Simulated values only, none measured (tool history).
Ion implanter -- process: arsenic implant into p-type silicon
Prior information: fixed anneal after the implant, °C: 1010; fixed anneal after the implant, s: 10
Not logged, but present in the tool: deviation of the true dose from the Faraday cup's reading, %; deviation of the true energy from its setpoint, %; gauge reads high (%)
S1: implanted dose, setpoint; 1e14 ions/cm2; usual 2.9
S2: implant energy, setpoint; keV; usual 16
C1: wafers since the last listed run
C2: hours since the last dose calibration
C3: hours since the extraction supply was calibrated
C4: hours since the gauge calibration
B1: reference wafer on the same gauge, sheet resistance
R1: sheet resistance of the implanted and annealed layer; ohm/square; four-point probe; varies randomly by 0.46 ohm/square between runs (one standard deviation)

run   hour    S1    S2   C1      C2      C3     C4      B1      R1
  1      0   2.9    16    0  1427.7  2918.1  104.3  320.93  296.19
  2    8.2   2.9    17  109  1435.9  2926.3  112.5  321.09  294.03
  3   15.6   3.3  14.5   98  1443.3  2933.7  119.9  320.96  271.87
  4   27.1   2.9    16  153  1454.8  2945.2  131.4  321.01  297.01
  5   43.4   2.9    16  217  1471.1  2961.5  147.7  321.01  296.77
      81.1  -- gauge calibrated
  6   84.3   2.9    16  544    1512  3002.4    3.2  321.04  296.11
  7   92.8   2.9    16  113  1520.5  3010.9   11.7  321.03  296.08
     104.5  -- extraction supply calibrated
  8    105   2.9    16   55  1532.7     0.5   23.9  321.03  296.62
  9  110.9   2.9    16   78  1538.6     6.4   29.8  321.04   296.1
 10  120.4   2.9    16  126  1548.1    15.9   39.3  320.95  295.69
 11  133.9   2.9    16  179  1561.6    29.4   52.8  320.97  295.25
 12  144.9  2.12    14  146  1572.6    40.4   63.8  320.94   379.4
 13    152   2.3  20.5   94  1579.7    47.5   70.9  321.06  340.54
     164.8  -- Faraday cup replaced and dose calibrated
 14  165.5  3.47  17.5   73     0.7      61   84.4  321.04  263.84
 15  180.2   2.9    16  195    15.4    75.7   99.1  321.06  304.76
 16  186.7  3.77    12   86    21.9    82.2  105.6  320.94  259.55
 17  201.4  2.51    20  195    36.6    96.9  120.3  320.93  330.14
 18  217.4  3.19    13  213    52.6   112.9  136.3  320.91   290.8
 19  233.4  3.19  18.5  213    68.6   128.9  152.3  320.95  277.82
 20  244.1   2.9    16  142    79.3   139.6    163  321.04  304.39
 21  252.3   2.2    19  109    87.5   147.8  171.2     321  365.62

How the hidden state differs across the entries between the runs, from the last listed run before each to the first after it:
Run 5 -> run 6: gauge calibrated (hour 81.1)
  deviation of the true dose from the Faraday cup's reading, %: 4.24 -> 4.36
  measured minus no-state result, R1: -9.38 -> -9.61 ohm/square
Run 7 -> run 8: extraction supply calibrated (hour 104.5)
  deviation of the true dose from the Faraday cup's reading, %: 4.38 -> 4.42
  measured minus no-state result, R1: -9.67 -> -9.76 ohm/square
Run 13 -> run 14: Faraday cup replaced and dose calibrated (hour 164.8)
  deviation of the true dose from the Faraday cup's reading, %: 4.55 -> 0.243
  measured minus no-state result, R1: -11.46 -> -0.47 ohm/square
